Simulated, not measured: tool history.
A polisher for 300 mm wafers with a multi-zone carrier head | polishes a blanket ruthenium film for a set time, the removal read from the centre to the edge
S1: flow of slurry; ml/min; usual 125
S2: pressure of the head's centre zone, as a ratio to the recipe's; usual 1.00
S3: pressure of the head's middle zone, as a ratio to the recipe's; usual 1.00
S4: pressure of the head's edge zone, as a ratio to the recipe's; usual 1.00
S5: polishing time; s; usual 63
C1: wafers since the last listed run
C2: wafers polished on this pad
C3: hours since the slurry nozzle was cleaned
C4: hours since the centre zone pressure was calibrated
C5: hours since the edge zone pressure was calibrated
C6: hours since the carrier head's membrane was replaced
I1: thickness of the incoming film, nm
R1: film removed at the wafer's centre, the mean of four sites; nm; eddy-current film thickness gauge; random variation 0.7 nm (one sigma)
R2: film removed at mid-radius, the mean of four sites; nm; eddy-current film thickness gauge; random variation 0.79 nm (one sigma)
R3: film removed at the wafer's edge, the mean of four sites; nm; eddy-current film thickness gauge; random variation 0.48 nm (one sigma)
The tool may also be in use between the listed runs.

run,hour,S1,S2,S3,S4,S5,C1,C2,C3,C4,C5,C6,I1,R1,R2,R3
1,0.0,125,1.00,1.00,1.00,63,0,1890,107.5,216.2,139.0,45.5,426.6,55.9,55.0,54.6
2,20.5,125,1.00,1.00,1.00,63,291,2181,128.0,236.7,159.5,66.0,430.9,54.8,54.2,54.9
3,36.9,145,1.00,0.95,0.90,51,232,2414,144.4,253.1,175.9,82.4,439.9,46.9,43.3,43.4
4,69.8,100,1.00,1.00,1.12,63,467,2881,177.3,286.0,208.8,115.3,435.1,50.9,51.2,55.1
5,99.1,125,1.00,1.00,1.00,76,416,3297,206.6,315.3,238.1,144.6,426.4,67.8,67.7,67.0
6,128.9,125,1.00,0.95,0.97,63,423,3721,236.4,345.1,267.9,174.4,433.1,55.4,50.6,54.1
# hour 143.5: worn pad replaced by a new one
7,215.3,125,1.00,1.00,1.00,63,1170,1019,322.8,431.5,354.3,260.8,432.0,54.8,54.8,55.0
8,243.1,125,1.00,1.00,1.00,63,394,1414,350.6,459.3,382.1,288.6,430.1,55.4,54.3,54.7
9,259.1,125,1.00,1.12,1.10,63,227,1642,366.6,475.3,398.1,304.6,428.5,55.8,59.4,57.9
10,292.5,125,1.00,0.94,1.00,63,474,2116,400.0,508.7,431.5,338.0,428.0,54.6,52.8,54.4
11,325.7,125,0.88,1.10,1.00,79,471,2588,433.2,541.9,464.7,371.2,426.2,62.3,75.4,69.8
12,346.2,100,1.00,1.10,1.00,63,291,2879,453.7,562.4,485.2,391.7,423.2,52.6,55.4,53.4
13,379.5,125,1.00,1.00,1.00,63,473,3352,487.0,595.7,518.5,425.0,436.4,55.7,54.5,55.2
# hour 399.8: worn pad replaced by a new one
14,413.2,125,1.00,1.00,1.00,63,421,189,520.7,629.4,552.2,458.7,428.6,54.7,53.7,55.4
15,446.1,125,0.95,0.88,1.05,63,467,657,553.6,662.3,585.1,491.6,420.7,52.1,47.5,56.3
16,480.0,125,1.00,1.00,1.00,63,481,1138,587.5,696.2,619.0,525.5,432.4,54.2,54.8,56.1
# hour 503.9: centre zone pressure recalibrated
17,512.2,125,1.00,1.00,0.95,52,429,1568,619.7,8.3,651.2,557.7,429.3,46.2,44.8,44.2
18,527.0,125,1.00,0.92,1.10,63,210,1778,634.5,23.1,666.0,572.5,428.8,56.7,51.1,57.8
19,556.5,125,1.00,1.00,1.00,63,419,2197,664.0,52.6,695.5,602.0,424.7,55.1,54.1,54.4
20,573.0,125,1.00,1.00,1.00,63,234,2431,680.5,69.1,712.0,618.5,435.3,55.2,55.2,55.4
21,588.0,125,1.00,0.96,1.00,63,213,2644,695.5,84.1,727.0,633.5,430.5,54.3,52.3,55.5
22,603.7,125,1.00,1.08,0.91,63,223,2867,711.2,99.8,742.7,649.2,426.5,55.1,57.6,53.0
# hour 614.7: slurry nozzle cleaned
23,636.6,125,1.00,1.00,1.00,63,453,3321,21.9,132.7,775.6,682.1,428.8,55.6,55.4,54.3
# hour 665.2: worn pad replaced by a new one
24,671.1,125,0.93,1.08,1.00,56,433,83,56.4,167.2,810.1,716.6,426.8,45.5,52.1,48.8

3 ways to go on from here, each from the tool as it stands after run 24. What would each give?
A,671.5,125,1.00,1.00,1.00,63,5,89,56.8,167.6,810.5,717.0,432.6,?,?,?
B,671.5,125,1.00,1.00,1.05,63,5,89,56.8,167.6,810.5,717.0,432.6,?,?,?
C,671.5,160,1.08,1.00,0.94,73,5,89,56.8,167.6,810.5,717.0,432.6,?,?,?

run,R1,R2,R3
A,54.4,54.4,55.7
B,54.4,54.3,57.1
C,72.3,66.4,65.1
Without the tool's hidden state the same runs would have given:
run,R1,R2,R3
A,54.4,54.4,55.7
B,54.4,54.3,57.1
C,72.3,66.4,65.1
